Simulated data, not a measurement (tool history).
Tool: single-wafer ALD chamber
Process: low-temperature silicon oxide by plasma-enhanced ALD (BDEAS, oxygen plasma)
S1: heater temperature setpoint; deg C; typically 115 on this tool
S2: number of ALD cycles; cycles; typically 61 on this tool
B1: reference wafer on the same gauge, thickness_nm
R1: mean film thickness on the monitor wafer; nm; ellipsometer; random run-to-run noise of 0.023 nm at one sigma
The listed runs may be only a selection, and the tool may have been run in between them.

{"run": 1, "hour": 0.0, "S1": 115, "S2": 61, "B1": 8.003, "R1": 9.325}
{"run": 2, "hour": 87.5, "S1": 115, "S2": 61, "B1": 7.997, "R1": 9.368}
{"run": 3, "hour": 132.0, "S1": 115, "S2": 61, "B1": 7.999, "R1": 9.356}
{"run": 4, "hour": 213.4, "S1": 115, "S2": 61, "B1": 7.993, "R1": 9.391}
{"hour": 240.5, "done": "thermocouple changed; heater temperature recalibrated"}
{"run": 5, "hour": 321.0, "S1": 115, "S2": 61, "B1": 7.991, "R1": 9.339}
{"run": 6, "hour": 411.3, "S1": 119, "S2": 61, "B1": 7.988, "R1": 9.25}
{"run": 7, "hour": 492.1, "S1": 119, "S2": 61, "B1": 7.993, "R1": 9.27}
{"run": 8, "hour": 576.0, "S1": 115, "S2": 61, "B1": 7.994, "R1": 9.329}
{"run": 9, "hour": 620.1, "S1": 115, "S2": 61, "B1": 7.988, "R1": 9.261}
{"run": 10, "hour": 716.2, "S1": 115, "S2": 61, "B1": 7.984, "R1": 9.329}
{"run": 11, "hour": 814.8, "S1": 115, "S2": 61, "B1": 7.99, "R1": 9.304}
{"run": 12, "hour": 876.9, "S1": 112, "S2": 61, "B1": 7.986, "R1": 9.369}
{"run": 13, "hour": 949.9, "S1": 112, "S2": 61, "B1": 7.992, "R1": 9.382}
{"run": 14, "hour": 1034.8, "S1": 108, "S2": 61, "B1": 7.981, "R1": 9.47}
{"run": 15, "hour": 1135.1, "S1": 108, "S2": 61, "B1": 7.977, "R1": 9.425}
{"run": 16, "hour": 1193.6, "S1": 108, "S2": 61, "B1": 7.995, "R1": 9.498}
{"run": 17, "hour": 1290.1, "S1": 115, "S2": 57, "B1": 7.987, "R1": 8.776}
{"run": 18, "hour": 1370.5, "S1": 115, "S2": 57, "B1": 7.991, "R1": 8.755}
{"hour": 1574.6, "done": "gauge calibrated"}
{"hour": 1638.2, "done": "thermocouple changed; heater temperature recalibrated"}
{"run": 19, "hour": 1675.9, "S1": 115, "S2": 57, "B1": 7.994, "R1": 8.7}
{"run": 20, "hour": 1713.3, "S1": 115, "S2": 55, "B1": 7.987, "R1": 8.432}
{"run": 21, "hour": 1808.0, "S1": 129, "S2": 61, "B1": 7.986, "R1": 9.081}
{"run": 22, "hour": 1869.4, "S1": 115, "S2": 61, "B1": 7.987, "R1": 9.327}
{"run": 23, "hour": 1922.3, "S1": 106, "S2": 69, "B1": 7.995, "R1": 10.675}
{"run": 24, "hour": 1993.2, "S1": 115, "S2": 54, "B1": 7.995, "R1": 8.248}
{"run": 25, "hour": 2044.1, "S1": 124, "S2": 54, "B1": 7.982, "R1": 8.098}
{"run": 26, "hour": 2091.7, "S1": 115, "S2": 61, "B1": 7.994, "R1": 9.377}
{"run": 27, "hour": 2257.2, "S1": 119, "S2": 61, "B1": 7.991, "R1": 9.265}
{"run": 28, "hour": 2314.6, "S1": 122, "S2": 66, "B1": 7.987, "R1": 10.019}
{"run": 29, "hour": 2369.8, "S1": 115, "S2": 61, "B1": 7.99, "R1": 9.39}
{"run": 30, "hour": 2438.4, "S1": 110, "S2": 51, "B1": 7.996, "R1": 7.842}
{"run": 31, "hour": 2510.2, "S1": 115, "S2": 61, "B1": 7.985, "R1": 9.345}
{"run": 32, "hour": 2601.3, "S1": 105, "S2": 52, "B1": 7.997, "R1": 8.094}
{"run": 33, "hour": 2663.1, "S1": 108, "S2": 66, "B1": 7.987, "R1": 10.272}
{"run": 34, "hour": 2706.7, "S1": 115, "S2": 61, "B1": 7.982, "R1": 9.362}
{"run": 35, "hour": 2812.9, "S1": 105, "S2": 57, "B1": 7.989, "R1": 8.895}
{"run": 36, "hour": 2885.5, "S1": 115, "S2": 61, "B1": 7.996, "R1": 9.375}
{"run": 37, "hour": 2936.0, "S1": 109, "S2": 61, "B1": 7.987, "R1": 9.511}
{"run": 38, "hour": 3030.5, "S1": 115, "S2": 53, "B1": 7.99, "R1": 8.163}
{"run": 39, "hour": 3111.7, "S1": 115, "S2": 61, "B1": 7.994, "R1": 9.406}
{"run": 40, "hour": 3199.0, "S1": 129, "S2": 57, "B1": 7.995, "R1": 8.581}
{"hour": 3250.3, "done": "thermocouple changed; heater temperature recalibrated"}
{"run": 41, "hour": 3303.1, "S1": 115, "S2": 61, "B1": 7.992, "R1": 9.363}

Alternative continuations, all from the tool just after run 41; predict every row:
{"run": "A", "hour": 3303.6, "S1": 115, "S2": 70, "B1": "?", "R1": "?"}
{"run": "B", "hour": 3303.6, "S1": 101, "S2": 56, "B1": "?", "R1": "?"}
{"run": "C", "hour": 3303.6, "S1": 104, "S2": 61, "B1": "?", "R1": "?"}
{"run": "D", "hour": 3303.6, "S1": 115, "S2": 66, "B1": "?", "R1": "?"}
{"run": "E", "hour": 3303.6, "S1": 100, "S2": 49, "B1": "?", "R1": "?"}

run=A B1=7.988 R1=10.68
run=B B1=7.988 R1=8.739
run=C B1=7.988 R1=9.474
run=D B1=7.988 R1=10.07
run=E B1=7.988 R1=7.659
Without the tool's unlogged condition, the same runs would have read:
run=A R1=10.663
run=B R1=8.726
run=C R1=9.459
run=D R1=10.054
run=E R1=7.647
